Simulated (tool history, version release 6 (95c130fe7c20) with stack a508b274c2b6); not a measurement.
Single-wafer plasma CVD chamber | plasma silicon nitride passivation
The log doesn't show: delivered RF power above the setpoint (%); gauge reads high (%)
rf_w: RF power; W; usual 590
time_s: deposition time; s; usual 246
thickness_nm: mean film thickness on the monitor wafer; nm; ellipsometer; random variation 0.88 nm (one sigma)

run   hour  rf_w  time_s  wafers since the last listed run  hours since the last RF generator calibration  hours since the showerhead was replaced  hours since the gauge calibration  read-back reference wafer on the same gauge, thickness_nm  thickness_nm
  1    0.0   590     246                                 0                                         2200.2                                   4812.7                               67.8                                                    328.259       387.812
  2   28.3   590     246                               157                                         2228.5                                   4841.0                               96.1                                                    328.050       387.369
  3   64.3   590     246                               200                                         2264.5                                   4877.0                              132.1                                                    327.983       388.414
  4   78.5   505     246                                79                                         2278.7                                   4891.2                              146.3                                                    327.951       355.198
  5  113.3   505     246                               193                                         2313.5                                   4926.0                              181.1                                                    328.261       357.047
  6  137.9   510     270                               137                                         2338.1                                   4950.6                              205.7                                                    328.009       393.643
  7  160.1   590     223                               123                                         2360.3                                   4972.8                              227.9                                                    327.849       349.994
  8  186.3   590     223                               145                                         2386.5                                   4999.0                              254.1                                                    328.069       351.319
  9  214.1   540     246                               154                                         2414.3                                   5026.8                              281.9                                                    328.053       369.511
 10  231.1   540     246                                94                                         2431.3                                   5043.8                              298.9                                                    328.061       368.508
 11  248.7   655     246                                98                                         2448.9                                   5061.4                              316.5                                                    328.083       408.082
 12  278.3   655     246                               164                                         2478.5                                   5091.0                              346.1                                                    327.951       406.649
     294.2  -- RF generator calibrated
 13  303.6   590     246                                96                                            9.4                                   5116.3                              371.4                                                    328.349       404.776
 14  316.9   535     283                                74                                           22.7                                   5129.6                              384.7                                                    327.947       441.793
 15  336.5   590     285                               109                                           42.3                                   5149.2                              404.3                                                    328.197       468.128
 16  364.9   590     246                               158                                           70.7                                   5177.6                              432.7                                                    327.788       402.319
 17  381.2   635     246                                90                                           87.0                                   5193.9                              449.0                                                    327.871       419.733
 18  393.4   485     246                                67                                           99.2                                   5206.1                              461.2                                                    328.148       361.800
     401.5  -- showerhead replaced
 19  421.5   590     246                               112                                          127.3                                     20.0                              489.3                                                    327.921       401.167
 20  453.5   550     201                               178                                          159.3                                     52.0                              521.3                                                    327.757       317.977
 21  466.7   545     260                                73                                          172.5                                     65.2                              534.5                                                    328.063       407.551
     483.2  -- gauge calibrated
 22  501.9   590     287                               196                                          207.7                                    100.4                               18.7                                                    327.851       467.643
 23  536.1   525     246                               190                                          241.9                                    134.6                               52.9                                                    327.789       375.915
 24  557.9   520     246                               121                                          263.7                                    156.4                               74.7                                                    328.063       373.504
 25  585.5   560     275                               153                                          291.3                                    184.0                              102.3                                                    327.838       433.246
 26  604.0   625     222                               103                                          309.8                                    202.5                              120.8                                                    327.899       370.472
 27  631.1   515     274                               151                                          336.9                                    229.6                              147.9                                                    328.047       412.877

Forecast each of these 3 alternatives for the next run:
  A  631.6   685     246                                 2                                          337.4                                    230.1                              148.4                                                          ?             ?
  B  631.6   640     211                                 2                                          337.4                                    230.1                              148.4                                                          ?             ?
  C  631.6   560     198                                 2                                          337.4                                    230.1                              148.4                                                          ?             ?

run  read-back reference wafer on the same gauge, thickness_nm  thickness_nm
  A                                                    327.740       427.346
  B                                                    327.740       355.094
  C                                                    327.740       311.830
Without the tool's hidden state the same runs would have given:
run  thickness_nm
  A       434.419
  B       360.971
  C       316.991

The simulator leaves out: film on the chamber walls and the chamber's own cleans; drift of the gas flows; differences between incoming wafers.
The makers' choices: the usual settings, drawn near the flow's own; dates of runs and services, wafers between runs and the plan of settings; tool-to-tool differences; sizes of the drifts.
